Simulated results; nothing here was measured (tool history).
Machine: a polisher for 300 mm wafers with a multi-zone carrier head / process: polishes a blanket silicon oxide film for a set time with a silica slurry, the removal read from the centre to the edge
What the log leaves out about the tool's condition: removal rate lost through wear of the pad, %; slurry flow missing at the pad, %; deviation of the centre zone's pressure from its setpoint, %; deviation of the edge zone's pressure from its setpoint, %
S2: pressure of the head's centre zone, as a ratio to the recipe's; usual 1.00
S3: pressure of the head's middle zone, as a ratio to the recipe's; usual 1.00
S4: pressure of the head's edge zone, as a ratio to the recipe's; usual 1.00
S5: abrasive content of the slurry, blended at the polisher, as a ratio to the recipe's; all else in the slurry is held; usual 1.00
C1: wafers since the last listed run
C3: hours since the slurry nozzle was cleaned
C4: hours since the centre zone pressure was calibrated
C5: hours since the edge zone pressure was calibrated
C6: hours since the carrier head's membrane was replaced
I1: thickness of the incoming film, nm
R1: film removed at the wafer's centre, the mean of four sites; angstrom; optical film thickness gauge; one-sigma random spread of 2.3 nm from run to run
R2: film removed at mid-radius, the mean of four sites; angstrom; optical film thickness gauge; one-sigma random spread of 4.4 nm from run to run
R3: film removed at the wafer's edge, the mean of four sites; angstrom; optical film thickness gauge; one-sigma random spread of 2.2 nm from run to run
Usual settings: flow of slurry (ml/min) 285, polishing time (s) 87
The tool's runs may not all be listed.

run 1 day=0.000 | flow_of_slurry_(ml/min)=325 S2=1.11 S3=1.00 S4=1.11 S5=1.00 polishing_time_(s)=87 | C1=0 wafers_polished_on_this_pad=3700 C3=223.3 C4=163.5 C5=412.9 C6=766.2 | I1=1047.5 | R1=3510 R2=2975 R3=3235
-- day=0.321 worn pad replaced by a new one
run 2 day=2.450 | flow_of_slurry_(ml/min)=285 S2=1.00 S3=1.00 S4=1.00 S5=1.00 polishing_time_(s)=87 | C1=375 wafers_polished_on_this_pad=350 C3=282.1 C4=222.3 C5=471.7 C6=825.0 | I1=1066.5 | R1=3111 R2=2957 R3=3075
run 3 day=4.933 | flow_of_slurry_(ml/min)=370 S2=0.91 S3=1.00 S4=1.00 S5=1.00 polishing_time_(s)=87 | C1=408 wafers_polished_on_this_pad=758 C3=341.7 C4=281.9 C5=531.3 C6=884.6 | I1=1040.2 | R1=2882 R2=3063 R3=3170
run 4 day=7.138 | flow_of_slurry_(ml/min)=285 S2=1.00 S3=1.00 S4=1.00 S5=1.00 polishing_time_(s)=87 | C1=362 wafers_polished_on_this_pad=1121 C3=394.6 C4=334.8 C5=584.2 C6=937.5 | I1=1059.7 | R1=3039 R2=2980 R3=3050
run 5 day=8.708 | flow_of_slurry_(ml/min)=285 S2=1.00 S3=0.90 S4=1.00 S5=1.00 polishing_time_(s)=87 | C1=258 wafers_polished_on_this_pad=1379 C3=432.3 C4=372.5 C5=621.9 C6=975.2 | I1=1042.4 | R1=3032 R2=2741 R3=3020
-- day=9.000 carrier head's membrane replaced by a new one
run 6 day=11.588 | flow_of_slurry_(ml/min)=255 S2=1.00 S3=1.00 S4=1.00 S5=1.00 polishing_time_(s)=87 | C1=439 wafers_polished_on_this_pad=1818 C3=501.4 C4=441.6 C5=691.0 C6=62.1 | I1=1029.2 | R1=2895 R2=2832 R3=2988
-- day=12.271 slurry nozzle cleaned
run 7 day=13.671 | flow_of_slurry_(ml/min)=285 S2=1.00 S3=0.88 S4=1.00 S5=0.85 polishing_time_(s)=101 | C1=335 wafers_polished_on_this_pad=2154 C3=33.6 C4=491.6 C5=741.0 C6=112.1 | I1=1051.9 | R1=3150 R2=2703 R3=3189
run 8 day=15.438 | flow_of_slurry_(ml/min)=285 S2=0.93 S3=1.06 S4=1.00 S5=0.90 polishing_time_(s)=117 | C1=290 wafers_polished_on_this_pad=2445 C3=76.0 C4=534.0 C5=783.4 C6=154.5 | I1=1068.0 | R1=3582 R2=3908 R3=3849
run 9 day=18.067 | flow_of_slurry_(ml/min)=370 S2=1.00 S3=1.07 S4=1.05 S5=1.00 polishing_time_(s)=87 | C1=432 wafers_polished_on_this_pad=2877 C3=139.1 C4=597.1 C5=846.5 C6=217.6 | I1=1053.3 | R1=3218 R2=3242 R3=3188
run 10 day=20.133 | flow_of_slurry_(ml/min)=285 S2=1.00 S3=1.00 S4=1.00 S5=1.00 polishing_time_(s)=113 | C1=339 wafers_polished_on_this_pad=3217 C3=188.7 C4=646.7 C5=896.1 C6=267.2 | I1=1045.1 | R1=4023 R2=3896 R3=3999
-- day=21.158 worn pad replaced by a new one
run 11 day=22.796 | flow_of_slurry_(ml/min)=285 S2=1.00 S3=1.00 S4=1.00 S5=1.00 polishing_time_(s)=87 | C1=410 wafers_polished_on_this_pad=269 C3=252.6 C4=710.6 C5=960.0 C6=331.1 | I1=1046.8 | R1=3053 R2=2955 R3=3119
run 12 day=23.988 | flow_of_slurry_(ml/min)=285 S2=1.12 S3=0.97 S4=1.00 S5=1.20 polishing_time_(s)=87 | C1=196 wafers_polished_on_this_pad=465 C3=281.2 C4=739.2 C5=988.6 C6=359.7 | I1=1050.2 | R1=3894 R2=3236 R3=3430
run 13 day=25.033 | flow_of_slurry_(ml/min)=320 S2=1.04 S3=0.96 S4=1.03 S5=1.00 polishing_time_(s)=87 | C1=172 wafers_polished_on_this_pad=637 C3=306.3 C4=764.3 C5=1013.7 C6=384.8 | I1=1055.5 | R1=3268 R2=2931 R3=3174
run 14 day=27.467 | flow_of_slurry_(ml/min)=285 S2=1.00 S3=0.91 S4=1.05 S5=1.00 polishing_time_(s)=87 | C1=400 wafers_polished_on_this_pad=1037 C3=364.7 C4=822.7 C5=1072.1 C6=443.2 | I1=1047.1 | R1=3045 R2=2757 R3=3144
run 15 day=28.633 | flow_of_slurry_(ml/min)=335 S2=0.90 S3=1.04 S4=0.93 S5=1.00 polishing_time_(s)=87 | C1=191 wafers_polished_on_this_pad=1229 C3=392.7 C4=850.7 C5=1100.1 C6=471.2 | I1=1055.2 | R1=2777 R2=3075 R3=3063
run 16 day=30.483 | flow_of_slurry_(ml/min)=285 S2=1.00 S3=0.92 S4=1.00 S5=0.90 polishing_time_(s)=87 | C1=304 wafers_polished_on_this_pad=1533 C3=437.1 C4=895.1 C5=1144.5 C6=515.6 | I1=1055.2 | R1=2782 R2=2528 R3=2801
run 17 day=31.850 | flow_of_slurry_(ml/min)=200 S2=1.07 S3=0.92 S4=0.96 S5=1.00 polishing_time_(s)=87 | C1=224 wafers_polished_on_this_pad=1758 C3=469.9 C4=927.9 C5=1177.3 C6=548.4 | I1=1033.1 | R1=3011 R2=2504 R3=2855
-- day=32.233 edge zone pressure recalibrated
run 18 day=33.292 | flow_of_slurry_(ml/min)=225 S2=1.00 S3=1.00 S4=1.00 S5=1.00 polishing_time_(s)=87 | C1=223 wafers_polished_on_this_pad=1981 C3=504.5 C4=962.5 C5=25.4 C6=583.0 | I1=1048.5 | R1=2827 R2=2797 R3=2882
run 19 day=34.908 | flow_of_slurry_(ml/min)=250 S2=1.06 S3=1.05 S4=0.92 S5=1.00 polishing_time_(s)=87 | C1=265 wafers_polished_on_this_pad=2247 C3=543.3 C4=1001.3 C5=64.2 C6=621.8 | I1=1067.5 | R1=3005 R2=2964 R3=2864

Forecast run 20:
-- day=36.517 slurry nozzle cleaned
run 20 day=36.729 | flow_of_slurry_(ml/min)=215 S2=1.00 S3=1.07 S4=1.00 S5=1.00 polishing_time_(s)=87 | C1=292 wafers_polished_on_this_pad=2540 C3=5.1 C4=1045.0 C5=107.9 C6=665.5 | I1=1042.9 | R1=? R2=? R3=?

Run 20 produced R1 2992 angstrom, R2 3073 angstrom, R3 3020 angstrom.
On a tool with no hidden condition, and with the same random variation, this run would have come out at R1 3005 angstrom, R2 3085 angstrom, R3 3029 angstrom.
